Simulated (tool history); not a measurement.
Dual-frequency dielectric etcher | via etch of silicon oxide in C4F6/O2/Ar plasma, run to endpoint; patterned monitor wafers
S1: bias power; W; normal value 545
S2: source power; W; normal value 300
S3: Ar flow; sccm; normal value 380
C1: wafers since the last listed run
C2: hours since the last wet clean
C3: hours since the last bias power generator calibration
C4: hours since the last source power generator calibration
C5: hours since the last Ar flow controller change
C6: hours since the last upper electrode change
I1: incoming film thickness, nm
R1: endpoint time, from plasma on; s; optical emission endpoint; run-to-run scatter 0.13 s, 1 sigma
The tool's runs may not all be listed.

run     day   S1   S2   S3    C1     C2      C3      C4      C5      C6     I1    R1
  1   0.000  545  300  380     0  156.2  2753.2  3510.2  3065.1  4661.1  116.8  28.1
  2   2.546  545  300  380   920  217.3  2814.3  3571.3  3126.2  4722.2  117.7  28.3
  3   7.004  545  300  380  1611  324.3  2921.3  3678.3  3233.2  4829.2  118.1  28.2
  4   9.179  545  300  380   786  376.5  2973.5  3730.5  3285.4  4881.4  116.9  27.9
  5  12.650  545  300  380  1254  459.8  3056.8  3813.8  3368.7  4964.7  116.5  27.5
     15.283  -- wet clean of the chamber
  6  16.642  545  300  380  1081   32.6  3152.6  3909.6  3464.5  5060.5  116.6  28.2
  7  19.879  545  300  380  1170  110.3  3230.3  3987.3  3542.2  5138.2  116.2  28.0
  8  24.304  545  300  380  1599  216.5  3336.5  4093.5  3648.4  5244.4  117.1  28.2
     26.358  -- Ar flow controller replaced
  9  26.612  545  300  380   743  271.9  3391.9  4148.9     6.1  5299.8  117.3  28.2
 10  28.704  545  300  380   756  322.1  3442.1  4199.1    56.3  5350.0  117.2  28.0
 11  32.071  545  300  380  1216  402.9  3522.9  4279.9   137.1  5430.8  117.8  27.9
     33.221  -- source power generator calibrated
 12  33.671  506  340  457   518  441.3  3561.3    10.8   175.5  5469.2  116.1  28.4
     38.600  -- wet clean of the chamber
     39.204  -- upper electrode replaced
 13  39.225  589  250  323  1427   15.0  3694.6   144.1   308.8     0.5  116.9  27.9
     40.429  -- bias power generator calibrated
 14  40.717  545  300  353   478   50.8     6.9   179.9   344.6    36.3  116.2  27.7
 15  43.275  545  230  335   924  112.2    68.3   241.3   406.0    97.7  118.0  30.1
 16  44.921  545  300  380   594  151.7   107.8   280.8   445.5   137.2  117.4  28.5
 17  46.858  545  380  313   700  198.2   154.3   327.3   492.0   183.7  116.0  25.2
 18  49.246  545  300  349   862  255.5   211.6   384.6   549.3   241.0  119.3  28.3
 19  53.392  509  230  407  1498  355.0   311.1   484.1   648.8   340.5  117.2  31.8

Predict the results of run 20:
 20  55.529  545  300  380  772  406.3  362.4  535.4  700.1  391.8  117.4   ?

{"run 20": {"R1": 27.9}}
If the tool had no hidden condition, the same run with the same run-to-run variation would have returned R1 28.4 s.
